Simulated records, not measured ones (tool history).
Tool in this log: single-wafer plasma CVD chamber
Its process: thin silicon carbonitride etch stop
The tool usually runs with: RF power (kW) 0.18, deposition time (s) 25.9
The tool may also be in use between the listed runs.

run     day  RF power (kW)  deposition time (s)  read-back reference wafer on the same gauge, thickness_nm  mean film thickness on the monitor wafer (angstrom)
  1       0           0.18                 25.9                                                     12.094                                               142.06
      0.379  -- gauge calibrated
  2   2.508           0.18                 25.9                                                     12.101                                               141.08
  3     4.4           0.18                 25.9                                                     12.089                                                141.2
  4   6.679           0.18                 25.9                                                     12.083                                               142.48
  5   8.154           0.18                 25.9                                                     12.087                                               141.73
  6  10.788           0.18                 25.9                                                     12.082                                               141.57
  7   13.45           0.18                 25.9                                                     12.097                                               141.72
  8  14.775           0.18                 25.9                                                     12.092                                               142.09
  9  15.858           0.18                 25.9                                                     12.093                                               142.09
 10  17.871           0.17                 28.8                                                     12.095                                               155.97
 11  19.854           0.18                 25.9                                                     12.091                                               141.29
 12  21.608           0.18                 25.9                                                      12.09                                               142.35
 13    23.3           0.18                 25.9                                                     12.101                                               140.71
 14  25.717           0.18                 25.9                                                     12.108                                               141.93
 15  27.242           0.18                 25.9                                                     12.101                                               142.27
 16  29.779           0.18                 25.9                                                     12.112                                               142.26
     30.854  -- showerhead replaced
 17  31.742           0.18                 25.9                                                     12.103                                               141.61
 18  33.842          0.145                 27.3                                                      12.07                                               142.76
 19  36.342          0.165                 25.9                                                     12.102                                                138.9
 20    38.9           0.18                 25.9                                                     12.111                                               142.64
 21  41.712           0.18                 25.9                                                     12.098                                               141.43
 22   42.85           0.21                 25.9                                                     12.089                                               146.09
 23  44.196           0.18                 25.9                                                     12.102                                               142.03
     46.346  -- RF generator calibrated
 24  46.888           0.18                 23.7                                                       12.1                                               130.11
 25  47.929           0.18                 25.9                                                     12.071                                               141.55
     54.575  -- thermocouple changed; heater temperature recalibrated
 26  55.112          0.195                 22.8                                                       12.1                                               126.88
 27    57.9          0.145                 30.9                                                     12.088                                               161.42
     59.329  -- gauge calibrated
 28  60.175           0.21                 29.9                                                     12.112                                               170.03
 29  62.375           0.17                 23.3                                                     12.102                                               126.51
 30  63.646           0.18                 25.9                                                     12.119                                               141.53
 31   65.95          0.205                 21.7                                                      12.12                                               121.82
 32  67.604          0.155                 23.3                                                     12.103                                               124.03
 33  70.383           0.17                 30.7                                                     12.087                                               165.15
 34  72.717           0.18                 25.9                                                     12.076                                               142.05
 35  81.175          0.215                 25.9                                                     12.079                                               146.67
 36    83.6          0.145                 22.2                                                     12.104                                               115.87

3 ways to go on from here, each from the tool as it stands after run 36. What would each give?
  A  83.617           0.18                 25.9                                                          ?                                                    ?
  B  83.617          0.155                 25.9                                                          ?                                                    ?
  C  83.617            0.2                 27.6                                                          ?                                                    ?

run  read-back reference wafer on the same gauge, thickness_nm  mean film thickness on the monitor wafer (angstrom)
  A                                                     12.114                                               142.14
  B                                                     12.114                                               137.65
  C                                                     12.114                                               155.05
Without the tool's hidden state the same runs would have given:
run  mean film thickness on the monitor wafer (angstrom)
  A                                               142.14
  B                                               137.65
  C                                               155.05

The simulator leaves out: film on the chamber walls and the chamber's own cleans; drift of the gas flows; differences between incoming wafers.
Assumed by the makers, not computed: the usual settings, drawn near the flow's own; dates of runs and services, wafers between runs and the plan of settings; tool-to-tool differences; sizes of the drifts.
